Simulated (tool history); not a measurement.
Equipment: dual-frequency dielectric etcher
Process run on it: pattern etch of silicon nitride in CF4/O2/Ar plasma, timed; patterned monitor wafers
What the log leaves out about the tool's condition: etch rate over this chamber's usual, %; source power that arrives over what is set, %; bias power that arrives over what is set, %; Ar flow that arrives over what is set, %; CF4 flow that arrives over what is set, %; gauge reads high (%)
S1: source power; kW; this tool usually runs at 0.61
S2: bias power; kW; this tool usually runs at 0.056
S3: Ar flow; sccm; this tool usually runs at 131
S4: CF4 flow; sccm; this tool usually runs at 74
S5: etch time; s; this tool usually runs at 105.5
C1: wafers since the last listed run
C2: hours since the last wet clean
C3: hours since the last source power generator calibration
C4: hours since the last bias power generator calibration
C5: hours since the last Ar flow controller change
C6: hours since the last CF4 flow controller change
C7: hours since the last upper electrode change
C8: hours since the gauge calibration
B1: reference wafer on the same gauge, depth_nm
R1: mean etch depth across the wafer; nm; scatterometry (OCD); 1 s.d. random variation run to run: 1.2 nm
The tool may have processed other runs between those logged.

run    hour    S1     S2   S3  S4     S5    C1     C2      C3      C4      C5      C6      C7      C8     B1     R1
  1       0  0.61  0.056  131  74  105.5     0  136.5    25.8  3297.6  1948.8   203.7   237.3  2268.2  216.4  224.6
  2    68.7  0.61  0.056  131  74  105.5   725  205.2    94.5  3366.3  2017.5   272.4     306  2336.9  215.6  226.7
  3     120  0.61  0.056  131  74  105.5   541  256.5   145.8  3417.6  2068.8   323.7   357.3  2388.2  215.6  225.2
  4     183  0.61  0.056  131  74  105.5   665  319.5   208.8  3480.6  2131.8   386.7   420.3  2451.2  214.7  223.2
  5   221.4  0.61  0.066  141  67   87.5   405  357.9   247.2    3519  2170.2   425.1   458.7  2489.6  215.7  192.7
  6   336.9  0.61  0.056  131  74  105.5  1219  473.4   362.7  3634.5  2285.7   540.6   574.2  2605.1  214.4  223.7
      391.3  -- wet clean of the chamber
  7   397.9  0.71  0.046  131  74  105.5   390    6.6   423.7  3695.5  2346.7   601.6   635.2  2666.1  214.1  241.9
  8   434.7  0.61  0.068  131  74  105.5   388   43.4   460.5  3732.3  2383.5   638.4     672  2702.9  214.3    239
  9   481.8  0.67  0.042  122  74     91   497   90.5   507.6  3779.4  2430.6   685.5   719.1    2750  214.6  195.1
      507.9  -- Ar flow controller replaced
 10   531.1  0.61  0.056  131  90    116   457  139.8   556.9  3828.7    23.2   734.8   768.4  2799.3  213.4  247.9
 11     612  0.49  0.056  131  85  105.5   854  220.7   637.8  3909.6   104.1   815.7   849.3  2880.2  213.4  178.4
      705.1  -- gauge calibrated
 12   708.7  0.61  0.056  131  74  105.5  1021  317.4   734.5  4006.3   200.8   912.4     946     3.6  219.8  229.6
 13   761.9  0.61  0.056  131  74  105.5   561  370.6   787.7  4059.5     254   965.6   999.2    56.8  220.3  227.7
 14   808.3  0.61  0.056  148  83  105.5   489    417   834.1  4105.9   300.4    1012  1045.6   103.2  220.1    227
      840.4  -- wet clean of the chamber
 15   859.7  0.61  0.056  131  74  105.5   289   19.3   885.5  4157.3   351.8  1063.4    1097   154.6    220  228.6
      872.6  -- bias power generator calibrated
 16   962.6  0.72  0.056  131  74     91  1044  122.2   988.4      90   454.7  1166.3  1199.9   257.5  220.5  232.6
 17  1017.1  0.61  0.056  131  85  105.5   575  176.7  1042.9   144.5   509.2  1220.8  1254.4     312  219.9  231.4
 18  1111.7  0.61  0.056  131  74  105.5   998  271.3  1137.5   239.1   603.8  1315.4    1349   406.6  219.6  227.7
 19  1263.5  0.61  0.056  120  91   74.5  1603  423.1  1289.3   390.9   755.6  1467.2  1500.8   558.4  220.2  166.4
     1289.6  -- wet clean of the chamber
 20  1354.7  0.72  0.056  131  74     91   709   65.1  1380.5   482.1   846.8  1558.4    1592   649.6  219.8  232.4
 21  1418.9  0.68  0.069  131  74  126.5   677  129.3  1444.7   546.3     911  1622.6  1656.2   713.8  219.5  328.5

Pick out some run-to-run changes in R1. Of each, how much would a tool without hidden state show as well, from the settings, what came in and chance, and how much is left for the hidden state and any gauge scatter not in both results compared?
Run 9 -> 10: S1 0.67 -> 0.61, S2 0.042 -> 0.056, S3 122 -> 131, S4 74 -> 90, S5 91 -> 116, Ar flow controller replaced. R1 +52.8 nm: hidden state -1.7, all else +54.5.
Run 10 -> 11: S1 0.61 -> 0.49, S4 90 -> 85, S5 116 -> 105.5. R1 -69.5 nm: hidden state +1.7, all else -71.2.
Run 11 -> 12: S1 0.49 -> 0.61, S4 85 -> 74, gauge calibrated. R1 +51.2 nm: hidden state +5.3, all else +45.9.
Run 20 -> 21: S1 0.72 -> 0.68, S2 0.056 -> 0.069, S5 91 -> 126.5. R1 +96.1 nm: hidden state -0.1, all else +96.2.
